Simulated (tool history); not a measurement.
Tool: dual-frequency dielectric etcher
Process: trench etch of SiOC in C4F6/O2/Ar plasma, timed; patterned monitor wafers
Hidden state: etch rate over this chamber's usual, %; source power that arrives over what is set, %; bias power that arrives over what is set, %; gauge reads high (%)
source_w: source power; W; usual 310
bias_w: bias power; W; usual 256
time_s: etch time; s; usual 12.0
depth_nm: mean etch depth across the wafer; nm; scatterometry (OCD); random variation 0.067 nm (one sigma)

run,hour,source_w,bias_w,time_s,wafers since the last listed run,hours since the last wet clean,hours since the last source power generator calibration,hours since the last bias power generator calibration,hours since the last upper electrode change,hours since the gauge calibration,"read-back reference wafer on the same gauge, depth_nm",depth_nm
1,0.0,310,242,12.0,0,366.7,1388.4,2255.2,4425.2,71.9,26.89,23.90
2,6.0,310,256,12.0,84,372.7,1394.4,2261.2,4431.2,77.9,26.89,24.47
3,19.6,310,256,12.0,191,386.3,1408.0,2274.8,4444.8,91.5,26.90,24.58
4,28.9,310,256,12.0,130,395.6,1417.3,2284.1,4454.1,100.8,26.92,24.62
5,38.3,310,256,12.0,132,405.0,1426.7,2293.5,4463.5,110.2,26.90,24.45
6,46.6,310,256,12.0,116,413.3,1435.0,2301.8,4471.8,118.5,26.91,24.44
7,56.0,310,256,12.0,132,422.7,1444.4,2311.2,4481.2,127.9,26.89,24.47
8,65.2,310,280,12.0,129,431.9,1453.6,2320.4,4490.4,137.1,26.91,25.44
9,76.2,310,280,12.0,154,442.9,1464.6,2331.4,4501.4,148.1,26.91,25.51
10,84.5,310,280,12.0,116,451.2,1472.9,2339.7,4509.7,156.4,26.88,25.44
11,91.9,310,256,12.0,103,458.6,1480.3,2347.1,4517.1,163.8,26.88,24.37
12,104.7,310,256,12.0,179,471.4,1493.1,2359.9,4529.9,176.6,26.91,24.28
# hour 131.4: bias power generator calibrated
# hour 133.2: upper electrode replaced, of another model than before
# hour 147.9: wet clean of the chamber
13,148.4,240,256,12.0,325,0.5,1536.8,17.0,15.2,220.3,26.90,24.72
14,148.7,230,300,10.5,4,0.8,1537.1,17.3,15.5,220.6,26.89,23.80
15,149.0,310,256,12.0,4,1.1,1537.4,17.6,15.8,220.9,26.91,25.35
16,155.1,310,281,12.0,85,7.2,1543.5,23.7,21.9,227.0,26.89,26.97
# hour 163.0: gauge calibrated
17,168.8,310,256,12.0,192,20.9,1557.2,37.4,35.6,5.8,26.89,25.31
18,179.7,340,291,9.0,153,31.8,1568.1,48.3,46.5,16.7,26.89,20.93
19,193.7,310,256,12.0,196,45.8,1582.1,62.3,60.5,30.7,26.90,25.41
# hour 211.0: source power generator calibrated
20,216.9,370,296,14.5,269,69.0,5.9,85.5,83.7,53.9,26.90,34.32
21,231.7,340,195,12.0,207,83.8,20.7,100.3,98.5,68.7,26.90,20.84
22,241.2,310,256,13.5,133,93.3,30.2,109.8,108.0,78.2,26.91,28.21
23,259.0,310,256,12.0,250,111.1,48.0,127.6,125.8,96.0,26.91,25.25
24,266.9,310,256,9.0,111,119.0,55.9,135.5,133.7,103.9,26.91,18.78

5 ways to go on from here, each from the tool as it stands after run 24. What would each give?
A,267.3,310,256,11.0,5,119.4,56.3,135.9,134.1,104.3,?,?
B,267.3,370,256,12.0,5,119.4,56.3,135.9,134.1,104.3,?,?
C,267.3,340,256,12.0,5,119.4,56.3,135.9,134.1,104.3,?,?
D,267.3,240,204,9.0,5,119.4,56.3,135.9,134.1,104.3,?,?
E,267.3,310,256,14.5,5,119.4,56.3,135.9,134.1,104.3,?,?

run,"read-back reference wafer on the same gauge, depth_nm",depth_nm
A,26.90,23.00
B,26.90,25.74
C,26.90,25.42
D,26.90,15.44
E,26.90,30.32
Without the tool's hidden state the same runs would have given:
run,depth_nm
A,23.17
B,25.93
C,25.61
D,15.56
E,30.55
